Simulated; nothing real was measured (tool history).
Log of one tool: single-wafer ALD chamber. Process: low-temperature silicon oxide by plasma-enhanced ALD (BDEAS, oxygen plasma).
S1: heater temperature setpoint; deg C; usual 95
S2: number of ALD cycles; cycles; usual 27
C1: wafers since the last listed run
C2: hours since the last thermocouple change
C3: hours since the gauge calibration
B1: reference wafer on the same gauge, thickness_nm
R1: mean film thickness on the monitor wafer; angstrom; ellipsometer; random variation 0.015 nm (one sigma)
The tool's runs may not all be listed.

{"run": 1, "day": 0.0, "S1": 86, "S2": 27, "C1": 0, "C2": 769.5, "C3": 955, "B1": 3.755, "R1": 41.41}
{"run": 2, "day": 1.921, "S1": 95, "S2": 27, "C1": 385, "C2": 815.6, "C3": 1001.1, "B1": 3.757, "R1": 40.54}
{"run": 3, "day": 3.975, "S1": 95, "S2": 27, "C1": 412, "C2": 864.9, "C3": 1050.4, "B1": 3.766, "R1": 40.43}
{"run": 4, "day": 5.025, "S1": 95, "S2": 27, "C1": 210, "C2": 890.1, "C3": 1075.6, "B1": 3.764, "R1": 40.31}
{"run": 5, "day": 7.079, "S1": 85, "S2": 27, "C1": 412, "C2": 939.4, "C3": 1124.9, "B1": 3.758, "R1": 41.7}
{"run": 6, "day": 8.775, "S1": 85, "S2": 27, "C1": 340, "C2": 980.1, "C3": 1165.6, "B1": 3.76, "R1": 41.39}
{"run": 7, "day": 11.638, "S1": 85, "S2": 27, "C1": 574, "C2": 1048.8, "C3": 1234.3, "B1": 3.755, "R1": 41.52}
{"run": 8, "day": 14.225, "S1": 95, "S2": 27, "C1": 519, "C2": 1110.9, "C3": 1296.4, "B1": 3.766, "R1": 40.29}
{"run": 9, "day": 16.175, "S1": 95, "S2": 27, "C1": 391, "C2": 1157.7, "C3": 1343.2, "B1": 3.761, "R1": 40.04}
{"run": 10, "day": 17.912, "S1": 95, "S2": 27, "C1": 348, "C2": 1199.4, "C3": 1384.9, "B1": 3.762, "R1": 40.1}
{"run": 11, "day": 20.867, "S1": 95, "S2": 27, "C1": 593, "C2": 1270.3, "C3": 1455.8, "B1": 3.763, "R1": 40.25}
{"run": 12, "day": 22.225, "S1": 95, "S2": 29, "C1": 272, "C2": 1302.9, "C3": 1488.4, "B1": 3.754, "R1": 43.02}
{"run": 13, "day": 25.262, "S1": 95, "S2": 31, "C1": 610, "C2": 1375.8, "C3": 1561.3, "B1": 3.759, "R1": 46.18}
{"run": 14, "day": 28.208, "S1": 95, "S2": 31, "C1": 591, "C2": 1446.5, "C3": 1632, "B1": 3.765, "R1": 45.87}
{"day": 30.004, "done": "gauge calibrated"}
{"run": 15, "day": 31.179, "S1": 95, "S2": 31, "C1": 596, "C2": 1517.8, "C3": 28.2, "B1": 3.759, "R1": 45.74}
{"run": 16, "day": 36.838, "S1": 95, "S2": 27, "C1": 1136, "C2": 1653.6, "C3": 164, "B1": 3.753, "R1": 39.98}
{"run": 17, "day": 39.325, "S1": 95, "S2": 27, "C1": 499, "C2": 1713.3, "C3": 223.7, "B1": 3.761, "R1": 39.99}
{"run": 18, "day": 42.2, "S1": 95, "S2": 27, "C1": 577, "C2": 1782.3, "C3": 292.7, "B1": 3.767, "R1": 39.83}
{"run": 19, "day": 43.842, "S1": 95, "S2": 27, "C1": 329, "C2": 1821.7, "C3": 332.1, "B1": 3.76, "R1": 40.04}
{"run": 20, "day": 46.058, "S1": 86, "S2": 24, "C1": 445, "C2": 1874.9, "C3": 385.3, "B1": 3.762, "R1": 36.35}
{"run": 21, "day": 47.825, "S1": 103, "S2": 27, "C1": 354, "C2": 1917.3, "C3": 427.7, "B1": 3.758, "R1": 39.29}
{"day": 54.308, "done": "thermocouple changed; heater temperature recalibrated"}
{"run": 22, "day": 54.512, "S1": 103, "S2": 27, "C1": 1276, "C2": 4.9, "C3": 588.2, "B1": 3.754, "R1": 39.8}
{"run": 23, "day": 56.812, "S1": 103, "S2": 25, "C1": 461, "C2": 60.1, "C3": 643.4, "B1": 3.753, "R1": 36.75}
{"run": 24, "day": 59.375, "S1": 88, "S2": 23, "C1": 514, "C2": 121.6, "C3": 704.9, "B1": 3.761, "R1": 35.21}
{"run": 25, "day": 61.5, "S1": 95, "S2": 32, "C1": 426, "C2": 172.6, "C3": 755.9, "B1": 3.76, "R1": 48.04}
{"run": 26, "day": 62.533, "S1": 102, "S2": 27, "C1": 207, "C2": 197.4, "C3": 780.7, "B1": 3.764, "R1": 39.52}
{"run": 27, "day": 64.658, "S1": 95, "S2": 27, "C1": 426, "C2": 248.4, "C3": 831.7, "B1": 3.759, "R1": 40.73}
{"run": 28, "day": 66.3, "S1": 95, "S2": 27, "C1": 329, "C2": 287.8, "C3": 871.1, "B1": 3.758, "R1": 40.44}
{"run": 29, "day": 68.65, "S1": 81, "S2": 31, "C1": 471, "C2": 344.2, "C3": 927.5, "B1": 3.758, "R1": 48.42}
{"run": 30, "day": 69.921, "S1": 102, "S2": 28, "C1": 255, "C2": 374.7, "C3": 958, "B1": 3.76, "R1": 41.17}
{"run": 31, "day": 72.562, "S1": 85, "S2": 29, "C1": 530, "C2": 438.1, "C3": 1021.4, "B1": 3.762, "R1": 44.79}
{"run": 32, "day": 73.638, "S1": 95, "S2": 30, "C1": 215, "C2": 463.9, "C3": 1047.2, "B1": 3.757, "R1": 44.58}
{"run": 33, "day": 76.467, "S1": 90, "S2": 24, "C1": 568, "C2": 531.8, "C3": 1115.1, "B1": 3.757, "R1": 36.5}
{"run": 34, "day": 85.279, "S1": 95, "S2": 27, "C1": 1769, "C2": 743.3, "C3": 1326.6, "B1": 3.762, "R1": 40.14}
{"run": 35, "day": 87.917, "S1": 102, "S2": 23, "C1": 529, "C2": 806.6, "C3": 1389.9, "B1": 3.76, "R1": 33.68}
{"run": 36, "day": 89.342, "S1": 95, "S2": 27, "C1": 286, "C2": 840.8, "C3": 1424.1, "B1": 3.759, "R1": 40.04}
{"run": 37, "day": 91.317, "S1": 91, "S2": 23, "C1": 396, "C2": 888.2, "C3": 1471.5, "B1": 3.758, "R1": 34.62}
{"run": 38, "day": 92.35, "S1": 95, "S2": 23, "C1": 207, "C2": 913, "C3": 1496.3, "B1": 3.761, "R1": 34.15}

4 ways to go on from here, each from the tool as it stands after run 38. What would each give?
{"run": "A", "day": 92.367, "S1": 91, "S2": 27, "C1": 3, "C2": 913.4, "C3": 1496.7, "B1": "?", "R1": "?"}
{"run": "B", "day": 92.367, "S1": 106, "S2": 30, "C1": 3, "C2": 913.4, "C3": 1496.7, "B1": "?", "R1": "?"}
{"run": "C", "day": 92.367, "S1": 108, "S2": 27, "C1": 3, "C2": 913.4, "C3": 1496.7, "B1": "?", "R1": "?"}
{"run": "D", "day": 92.367, "S1": 105, "S2": 31, "C1": 3, "C2": 913.4, "C3": 1496.7, "B1": "?", "R1": "?"}

run=A B1=3.762 R1=40.53
run=B B1=3.762 R1=43.55
run=C B1=3.762 R1=39.07
run=D B1=3.762 R1=45.07
The same runs, with their run-to-run variation unchanged, on a tool lacking any hidden condition would have given:
run=A R1=40.97
run=B R1=43.8
run=C R1=39.29
run=D R1=45.33
